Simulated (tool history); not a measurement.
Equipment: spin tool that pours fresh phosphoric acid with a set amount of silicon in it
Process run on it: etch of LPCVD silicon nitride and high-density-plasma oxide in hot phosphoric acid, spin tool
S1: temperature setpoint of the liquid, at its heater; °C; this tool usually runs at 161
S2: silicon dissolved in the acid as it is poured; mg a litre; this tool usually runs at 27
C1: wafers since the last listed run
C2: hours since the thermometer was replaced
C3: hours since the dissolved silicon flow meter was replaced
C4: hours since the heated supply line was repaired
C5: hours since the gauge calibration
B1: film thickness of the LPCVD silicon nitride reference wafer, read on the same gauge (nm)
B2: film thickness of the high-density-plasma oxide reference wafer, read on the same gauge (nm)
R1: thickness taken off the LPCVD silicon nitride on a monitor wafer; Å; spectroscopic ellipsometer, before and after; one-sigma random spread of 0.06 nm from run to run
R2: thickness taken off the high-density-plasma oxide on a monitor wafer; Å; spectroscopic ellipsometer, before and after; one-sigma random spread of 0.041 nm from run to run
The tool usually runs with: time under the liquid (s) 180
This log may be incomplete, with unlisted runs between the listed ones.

{"run": 1, "hour": 0.0, "S1": 161, "S2": 27, "time under the liquid (s)": 180, "C1": 0, "C2": 1966.5, "C3": 437.7, "C4": 742.7, "C5": 4226.7, "B1": 130, "B2": 89.97, "R1": 161.3, "R2": 3.88}
{"hour": 10.6, "done": "gauge calibrated"}
{"run": 2, "hour": 78.6, "S1": 161, "S2": 27, "time under the liquid (s)": 180, "C1": 431, "C2": 2045.1, "C3": 516.3, "C4": 821.3, "C5": 68, "B1": 130.02, "B2": 89.978, "R1": 162.8, "R2": 3.1}
{"run": 3, "hour": 172.4, "S1": 163.5, "S2": 11, "time under the liquid (s)": 125, "C1": 514, "C2": 2138.9, "C3": 610.1, "C4": 915.1, "C5": 161.8, "B1": 130.04, "B2": 90.068, "R1": 122.6, "R2": 4.98}
{"run": 4, "hour": 278.4, "S1": 159.5, "S2": 27, "time under the liquid (s)": 180, "C1": 581, "C2": 2244.9, "C3": 716.1, "C4": 1021.1, "C5": 267.8, "B1": 130, "B2": 89.976, "R1": 154.8, "R2": 2.7}
{"run": 5, "hour": 365.0, "S1": 161, "S2": 27, "time under the liquid (s)": 180, "C1": 475, "C2": 2331.5, "C3": 802.7, "C4": 1107.7, "C5": 354.4, "B1": 130.03, "B2": 90.042, "R1": 162.2, "R2": 3.33}
{"hour": 415.6, "done": "heated supply line repaired"}
{"run": 6, "hour": 454.2, "S1": 164, "S2": 19, "time under the liquid (s)": 180, "C1": 484, "C2": 2420.7, "C3": 891.9, "C4": 38.6, "C5": 443.6, "B1": 130, "B2": 90.007, "R1": 180, "R2": 5.85}
{"run": 7, "hour": 504.4, "S1": 158.5, "S2": 27, "time under the liquid (s)": 220, "C1": 275, "C2": 2470.9, "C3": 942.1, "C4": 88.8, "C5": 493.8, "B1": 130.01, "B2": 89.977, "R1": 182.8, "R2": 2.37}
{"hour": 513.5, "done": "dissolved silicon flow meter replaced"}
{"hour": 533.4, "done": "thermometer replaced"}
{"run": 8, "hour": 551.2, "S1": 159.5, "S2": 27, "time under the liquid (s)": 100, "C1": 245, "C2": 17.8, "C3": 37.7, "C4": 135.6, "C5": 540.6, "B1": 130, "B2": 89.957, "R1": 84.3, "R2": 1.29}
{"run": 9, "hour": 601.0, "S1": 161, "S2": 27, "time under the liquid (s)": 180, "C1": 273, "C2": 67.6, "C3": 87.5, "C4": 185.4, "C5": 590.4, "B1": 130, "B2": 89.988, "R1": 159.4, "R2": 3.38}
{"run": 10, "hour": 683.7, "S1": 158.5, "S2": 19, "time under the liquid (s)": 180, "C1": 453, "C2": 150.3, "C3": 170.2, "C4": 268.1, "C5": 673.1, "B1": 130, "B2": 90.006, "R1": 145.5, "R2": 3.05}
{"run": 11, "hour": 765.4, "S1": 161, "S2": 19, "time under the liquid (s)": 180, "C1": 448, "C2": 232, "C3": 251.9, "C4": 349.8, "C5": 754.8, "B1": 130, "B2": 90.024, "R1": 159.5, "R2": 3.79}
{"run": 12, "hour": 872.5, "S1": 159, "S2": 9, "time under the liquid (s)": 245, "C1": 587, "C2": 339.1, "C3": 359, "C4": 456.9, "C5": 861.9, "B1": 130, "B2": 89.996, "R1": 203.4, "R2": 6.35}
{"run": 13, "hour": 921.1, "S1": 162, "S2": 41.5, "time under the liquid (s)": 115, "C1": 266, "C2": 387.7, "C3": 407.6, "C4": 505.5, "C5": 910.5, "B1": 130.01, "B2": 89.984, "R1": 105.5, "R2": 0.8}
{"run": 14, "hour": 1017.7, "S1": 158, "S2": 45.5, "time under the liquid (s)": 150, "C1": 530, "C2": 484.3, "C3": 504.2, "C4": 602.1, "C5": 1007.1, "B1": 130, "B2": 90.028, "R1": 120.3, "R2": 0.85}
{"run": 15, "hour": 1128.2, "S1": 160, "S2": 14.5, "time under the liquid (s)": 180, "C1": 606, "C2": 594.8, "C3": 614.7, "C4": 712.6, "C5": 1117.6, "B1": 130.01, "B2": 90.064, "R1": 154.1, "R2": 5.11}
{"run": 16, "hour": 1221.7, "S1": 158.5, "S2": 10.5, "time under the liquid (s)": 210, "C1": 513, "C2": 688.3, "C3": 708.2, "C4": 806.1, "C5": 1211.1, "B1": 129.99, "B2": 90.033, "R1": 172, "R2": 4.46}
{"hour": 1308.8, "done": "dissolved silicon flow meter replaced"}
{"run": 17, "hour": 1313.6, "S1": 159, "S2": 39.5, "time under the liquid (s)": 120, "C1": 498, "C2": 780.2, "C3": 4.8, "C4": 898, "C5": 1303, "B1": 130.01, "B2": 89.995, "R1": 100.1, "R2": 0.79}
{"run": 18, "hour": 1385.7, "S1": 159.5, "S2": 38, "time under the liquid (s)": 180, "C1": 395, "C2": 852.3, "C3": 76.9, "C4": 970.1, "C5": 1375.1, "B1": 130.01, "B2": 89.992, "R1": 152.6, "R2": 2.11}
{"run": 19, "hour": 1433.1, "S1": 161, "S2": 20.5, "time under the liquid (s)": 180, "C1": 260, "C2": 899.7, "C3": 124.3, "C4": 1017.5, "C5": 1422.5, "B1": 130, "B2": 90.014, "R1": 161.1, "R2": 4.36}
{"run": 20, "hour": 1524.3, "S1": 161, "S2": 27, "time under the liquid (s)": 180, "C1": 500, "C2": 990.9, "C3": 215.5, "C4": 1108.7, "C5": 1513.7, "B1": 130, "B2": 90.001, "R1": 160, "R2": 2.58}

5 ways to go on from here, each from the tool as it stands after run 20. What would each give?
{"run": "A", "hour": 1524.8, "S1": 160, "S2": 27, "time under the liquid (s)": 180, "C1": 2, "C2": 991.4, "C3": 216, "C4": 1109.2, "C5": 1514.2, "B1": "?", "B2": "?", "R1": "?", "R2": "?"}
{"run": "B", "hour": 1524.8, "S1": 163, "S2": 47, "time under the liquid (s)": 100, "C1": 2, "C2": 991.4, "C3": 216, "C4": 1109.2, "C5": 1514.2, "B1": "?", "B2": "?", "R1": "?", "R2": "?"}
{"run": "C", "hour": 1524.8, "S1": 163, "S2": 27, "time under the liquid (s)": 180, "C1": 2, "C2": 991.4, "C3": 216, "C4": 1109.2, "C5": 1514.2, "B1": "?", "B2": "?", "R1": "?", "R2": "?"}
{"run": "D", "hour": 1524.8, "S1": 159.5, "S2": 27, "time under the liquid (s)": 90, "C1": 2, "C2": 991.4, "C3": 216, "C4": 1109.2, "C5": 1514.2, "B1": "?", "B2": "?", "R1": "?", "R2": "?"}
{"run": "E", "hour": 1524.8, "S1": 161, "S2": 27, "time under the liquid (s)": 235, "C1": 2, "C2": 991.4, "C3": 216, "C4": 1109.2, "C5": 1514.2, "B1": "?", "B2": "?", "R1": "?", "R2": "?"}

run=A B1=130 B2=89.972 R1=155.4 R2=2.8
run=B B1=130 B2=89.972 R1=95.4 R2=0.72
run=C B1=130 B2=89.972 R1=171.7 R2=3.49
run=D B1=130 B2=89.972 R1=76.4 R2=1.35
run=E B1=130 B2=89.972 R1=209.7 R2=3.94
What these runs would have given with no unlogged condition in the tool:
run=A R1=153.2 R2=2.72
run=B R1=94.1 R2=0.7
run=C R1=169.4 R2=3.39
run=D R1=75.3 R2=1.31
run=E R1=206.9 R2=3.82
